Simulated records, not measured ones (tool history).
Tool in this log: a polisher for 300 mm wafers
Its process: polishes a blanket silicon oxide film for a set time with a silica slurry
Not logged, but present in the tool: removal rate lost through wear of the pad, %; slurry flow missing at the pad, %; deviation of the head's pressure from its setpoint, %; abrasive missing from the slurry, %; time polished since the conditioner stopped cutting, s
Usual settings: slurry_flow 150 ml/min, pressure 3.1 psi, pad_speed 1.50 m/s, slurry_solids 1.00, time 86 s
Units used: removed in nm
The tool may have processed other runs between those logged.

run    hour  slurry_flow  pressure  pad_speed  slurry_solids  time  wafers since the last listed run  wafers polished on this pad  hours since the slurry nozzle was cleaned  hours since the head pressure was calibrated  hours since the slurry blender was calibrated  hours since the conditioning disc was replaced  incoming thickness of the incoming film, nm  removed
  1     0.0          150       2.6       1.50           1.00    69                                 0                         1170                                      736.7                                         616.3                                          247.6                                           419.1                                       1750.0    143.0
  2    33.7          150       3.1       1.50           1.00    86                               379                         1550                                      770.4                                         650.0                                          281.3                                           452.8                                       1763.2    194.3
       50.5  -- slurry nozzle cleaned
       50.6  -- conditioning disc replaced and pad reconditioned
  3    64.6          150       3.1       1.50           1.00    86                               335                         1886                                       14.1                                         680.9                                          312.2                                            14.0                                       1769.4    195.7
  4   130.5          150       3.1       1.50           1.00    86                               741                         2627                                       80.0                                         746.8                                          378.1                                            79.9                                       1792.0    189.6
      151.8  -- slurry blender recalibrated
  5   167.7          150       3.1       1.50           1.00    86                               396                         3024                                      117.2                                         784.0                                           15.9                                           117.1                                       1786.8    191.1
  6   196.1          190       3.1       1.50           1.15    86                               319                         3343                                      145.6                                         812.4                                           44.3                                           145.5                                       1795.3    207.0
  7   245.0          150       3.1       1.50           1.00    86                               550                         3894                                      194.5                                         861.3                                           93.2                                           194.4                                       1755.7    190.6
      309.5  -- worn pad replaced by a new one
  8   310.0          150       2.1       1.50           1.00    63                               686                            5                                      259.5                                         926.3                                          158.2                                           259.4                                       1800.7    126.0
      329.5  -- head pressure recalibrated
  9   368.2          150       3.6       1.50           1.30    86                               632                          637                                      317.7                                          38.7                                          216.4                                           317.6                                       1767.9    249.4
 10   407.2          195       3.1       1.50           1.00    86                               438                         1076                                      356.7                                          77.7                                          255.4                                           356.6                                       1778.4    205.9
      449.6  -- conditioning disc replaced and pad reconditioned
 11   450.1          175       2.3       1.50           1.00    86                               460                         1537                                      399.6                                         120.6                                          298.3                                             0.5                                       1798.9    165.8
 12   492.5          150       3.1       1.50           1.00    86                               477                         2014                                      442.0                                         163.0                                          340.7                                            42.9                                       1733.2    190.6
 13   537.6          150       3.1       1.32           1.00    62                               507                         2522                                      487.1                                         208.1                                          385.8                                            88.0                                       1789.9    126.0
      582.2  -- slurry blender recalibrated
 14   589.1          150       3.1       1.50           1.00    86                               557                         3079                                      538.6                                         259.6                                            6.9                                           139.5                                       1747.9    188.0
 15   635.7          150       3.1       1.50           0.90    86                               524                         3603                                      585.2                                         306.2                                           53.5                                           186.1                                       1739.6    176.6
      645.5  -- worn pad replaced by a new one
 16   701.4          185       3.1       1.50           0.80   109                               694                          629                                      650.9                                         371.9                                          119.2                                           251.8                                       1774.9    234.1
 17   760.7          150       3.1       1.32           1.00    62                               667                         1296                                      710.2                                         431.2                                          178.5                                           311.1                                       1739.8    131.7
 18   792.3          150       3.1       1.50           1.00    86                               355                         1652                                      741.8                                         462.8                                          210.1                                           342.7                                       1756.6    196.6
 19   832.8          185       3.1       1.50           1.00    86                               455                         2108                                      782.3                                         503.3                                          250.6                                           383.2                                       1760.6    199.6
      865.4  -- conditioning disc replaced and pad reconditioned
 20   886.3          150       2.5       1.18           1.00   115                               579                         2688                                      835.8                                         556.8                                          304.1                                            20.9                                       1786.5    195.8
 21   914.3          150       3.7       1.02           1.00    86                               315                         3003                                      863.8                                         584.8                                          332.1                                            48.9                                       1762.2    180.8
      938.1  -- slurry nozzle cleaned
 22   977.7          150       2.2       1.78           0.90    86                               702                         3705                                       39.6                                         648.2                                          395.5                                           112.3                                       1769.5    158.9
      986.6  -- worn pad replaced by a new one
      997.0  -- slurry blender recalibrated
 23  1039.7          150       3.1       1.06           1.00    86                               630                          575                                      101.6                                         710.2                                           42.7                                           174.3                                       1759.2    172.8
 24  1088.4          150       3.1       1.50           1.00    86                               548                         1123                                      150.3                                         758.9                                           91.4                                           223.0                                       1733.8    193.9

What the log doesn't show, run by run:
slurry flow missing at the pad, %: 0 in every run
deviation of the head's pressure from its setpoint, %: 0 in every run
abrasive missing from the slurry, %: 0 in every run
time polished since the conditioner stopped cutting, s: 0 in every run
H1: removal rate lost through wear of the pad, %
run    H1
  1  8.73
  2  10.2
  3  11.3
  4  12.9
  5  13.5
  6  13.8
  7  14.3
  8  1.31
  9  6.62
 10  9.05
 11    11
 12  12.4
 13  13.4
 14  14.2
 15  14.7
 16  5.47
 17  8.97
 18  10.3
 19  11.5
 20  12.7
 21  13.1
 22  13.8
 23  7.17
 24  10.2

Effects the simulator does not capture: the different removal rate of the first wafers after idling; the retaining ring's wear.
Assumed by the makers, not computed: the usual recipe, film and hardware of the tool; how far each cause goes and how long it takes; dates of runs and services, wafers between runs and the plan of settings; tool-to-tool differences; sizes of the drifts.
